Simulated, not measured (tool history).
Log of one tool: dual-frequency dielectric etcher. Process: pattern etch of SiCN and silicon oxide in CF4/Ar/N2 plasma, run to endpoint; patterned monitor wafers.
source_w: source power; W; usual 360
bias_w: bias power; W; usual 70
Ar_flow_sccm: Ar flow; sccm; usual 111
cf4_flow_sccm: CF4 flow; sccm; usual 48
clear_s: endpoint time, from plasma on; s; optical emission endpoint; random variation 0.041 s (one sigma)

run,hour,source_w,bias_w,Ar_flow_sccm,cf4_flow_sccm,wafers since the last listed run,hours since the last wet clean,hours since the last source power generator calibration,hours since the last bias power generator calibration,hours since the last Ar flow controller change,hours since the last CF4 flow controller change,hours since the last upper electrode change,"incoming incoming film thickness, nm",clear_s
1,0.0,360,70,111,43,0,258.0,1411.7,2968.8,4538.5,4870.2,4637.4,9.27,13.1
2,22.4,360,70,111,43,321,280.4,1434.1,2991.2,4560.9,4892.6,4659.8,9.28,13.2
3,108.2,360,70,91,48,1230,366.2,1519.9,3077.0,4646.7,4978.4,4745.6,9.33,12.8
4,124.8,360,70,91,48,238,382.8,1536.5,3093.6,4663.3,4995.0,4762.2,9.22,12.6
5,151.3,360,70,91,48,380,409.3,1563.0,3120.1,4689.8,5021.5,4788.7,9.31,12.7
# hour 219.9: upper electrode replaced
# hour 229.9: CF4 flow controller replaced
6,247.0,360,70,103,48,942,505.0,1658.7,3215.8,4785.5,17.1,27.1,9.22,12.8
7,266.0,360,70,111,48,272,524.0,1677.7,3234.8,4804.5,36.1,46.1,9.36,13.0
# hour 272.1: source power generator calibrated
8,318.9,360,70,111,48,701,576.9,46.8,3287.7,4857.4,89.0,99.0,9.30,13.5
# hour 344.3: bias power generator calibrated
9,344.8,360,70,111,48,314,602.8,72.7,0.5,4883.3,114.9,124.9,9.30,13.4
# hour 380.7: wet clean of the chamber
10,381.2,360,70,111,48,177,0.5,109.1,36.9,4919.7,151.3,161.3,9.31,13.6
11,401.8,440,70,111,48,295,21.1,129.7,57.5,4940.3,171.9,181.9,9.31,11.6
# hour 408.8: Ar flow controller replaced
12,433.9,360,80,94,48,374,53.2,161.8,89.6,25.1,204.0,214.0,9.33,12.5
13,460.7,440,63,111,48,384,80.0,188.6,116.4,51.9,230.8,240.8,9.38,12.3
14,475.1,360,61,111,48,206,94.4,203.0,130.8,66.3,245.2,255.2,9.34,14.6
15,493.1,360,70,111,48,258,112.4,221.0,148.8,84.3,263.2,273.2,9.30,13.6
16,545.1,360,70,111,48,746,164.4,273.0,200.8,136.3,315.2,325.2,9.31,13.3
17,578.5,360,70,103,48,479,197.8,306.4,234.2,169.7,348.6,358.6,9.29,13.3
18,613.2,360,70,119,48,497,232.5,341.1,268.9,204.4,383.3,393.3,9.16,13.2
19,637.9,380,83,111,48,354,257.2,365.8,293.6,229.1,408.0,418.0,9.29,11.8

Forecast each of these 4 alternatives for the next run:
A,638.3,360,70,111,48,5,257.6,366.2,294.0,229.5,408.4,418.4,9.34,?
B,638.3,360,70,111,58,5,257.6,366.2,294.0,229.5,408.4,418.4,9.34,?
C,638.3,400,70,132,57,5,257.6,366.2,294.0,229.5,408.4,418.4,9.34,?
D,638.3,360,70,123,48,5,257.6,366.2,294.0,229.5,408.4,418.4,9.34,?

run,clear_s
A,13.4
B,13.1
C,12.3
D,13.5
Without the tool's hidden state the same runs would have given:
run,clear_s
A,13.7
B,13.4
C,12.6
D,13.8

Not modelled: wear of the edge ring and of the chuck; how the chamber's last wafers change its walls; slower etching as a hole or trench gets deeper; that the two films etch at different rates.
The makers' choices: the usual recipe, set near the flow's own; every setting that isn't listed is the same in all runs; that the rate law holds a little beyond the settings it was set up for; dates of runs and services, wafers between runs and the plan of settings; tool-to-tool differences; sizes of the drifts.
